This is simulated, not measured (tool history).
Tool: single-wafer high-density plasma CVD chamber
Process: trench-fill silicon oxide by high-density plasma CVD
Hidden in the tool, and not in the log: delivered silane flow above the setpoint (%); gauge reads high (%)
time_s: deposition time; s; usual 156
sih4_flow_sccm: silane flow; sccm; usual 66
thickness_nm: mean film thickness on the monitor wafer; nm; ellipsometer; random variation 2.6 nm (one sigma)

run,hour,time_s,sih4_flow_sccm,wafers since the last listed run,hours since the silane flow controller was replaced,hours since the gauge calibration,"read-back reference wafer on the same gauge, thickness_nm",thickness_nm
1,0.0,156,66,0,3531.6,322.7,1144.359,1085.289
2,20.5,156,66,194,3552.1,343.2,1145.057,1090.326
3,46.5,156,66,247,3578.1,369.2,1147.496,1096.446
4,76.9,156,66,289,3608.5,399.6,1147.839,1088.549
5,97.3,156,66,193,3628.9,420.0,1148.689,1088.557
6,111.2,156,66,132,3642.8,433.9,1148.455,1090.306
7,138.8,156,66,262,3670.4,461.5,1150.347,1090.985
8,151.7,156,66,122,3683.3,474.4,1151.019,1092.568
9,168.2,156,66,156,3699.8,490.9,1150.555,1101.095
10,184.2,156,66,152,3715.8,506.9,1151.869,1096.557
11,207.4,156,66,220,3739.0,530.1,1151.777,1097.330
12,225.0,156,66,167,3756.6,547.7,1152.703,1100.332
13,239.3,156,66,135,3770.9,562.0,1153.273,1098.439
14,264.3,156,66,237,3795.9,587.0,1153.786,1097.802
15,293.9,156,66,281,3825.5,616.6,1157.820,1104.149
16,327.3,156,66,317,3858.9,650.0,1157.069,1102.406
17,348.0,156,66,196,3879.6,670.7,1159.132,1104.086
18,366.5,132,58,175,3898.1,689.2,1158.855,821.059
19,422.6,156,55,533,3954.2,745.3,1161.991,923.098
20,456.8,156,66,325,3988.4,779.5,1165.393,1105.626
21,491.3,156,66,328,4022.9,814.0,1166.809,1109.531
22,523.4,183,61,305,4055.0,846.1,1168.557,1206.143
# hour 528.9: gauge calibrated
23,536.1,175,61,120,4067.7,7.2,1137.244,1121.533
24,555.9,156,66,188,4087.5,27.0,1136.434,1081.231
25,591.8,156,66,341,4123.4,62.9,1136.596,1085.621
26,617.8,134,56,247,4149.4,88.9,1137.413,789.896
# hour 631.9: silane flow controller replaced
27,632.4,177,76,62,0.5,103.5,1135.961,1419.392
28,653.0,156,66,195,21.1,124.1,1137.975,1078.340
29,667.2,156,66,135,35.3,138.3,1136.809,1080.004
30,698.6,171,59,298,66.7,169.7,1136.086,1060.409
31,710.7,156,66,115,78.8,181.8,1138.054,1080.087
32,722.9,156,61,115,91.0,194.0,1137.118,1005.032
33,754.6,138,66,301,122.7,225.7,1138.133,960.093
34,770.9,140,62,154,139.0,242.0,1138.126,910.556
35,805.6,156,78,329,173.7,276.7,1139.822,1278.274

Forecast each of these 5 alternatives for the next run:
A,806.0,156,66,3,174.1,277.1,?,?
B,806.0,147,66,3,174.1,277.1,?,?
C,806.0,128,56,3,174.1,277.1,?,?
D,806.0,170,77,3,174.1,277.1,?,?
E,806.0,130,66,3,174.1,277.1,?,?

run,"read-back reference wafer on the same gauge, thickness_nm",thickness_nm
A,1138.955,1087.437
B,1138.955,1024.700
C,1138.955,757.066
D,1138.955,1382.532
E,1138.955,906.197
Without the tool's hidden state the same runs would have given:
run,thickness_nm
A,1088.198
B,1025.417
C,757.595
D,1383.499
E,906.831
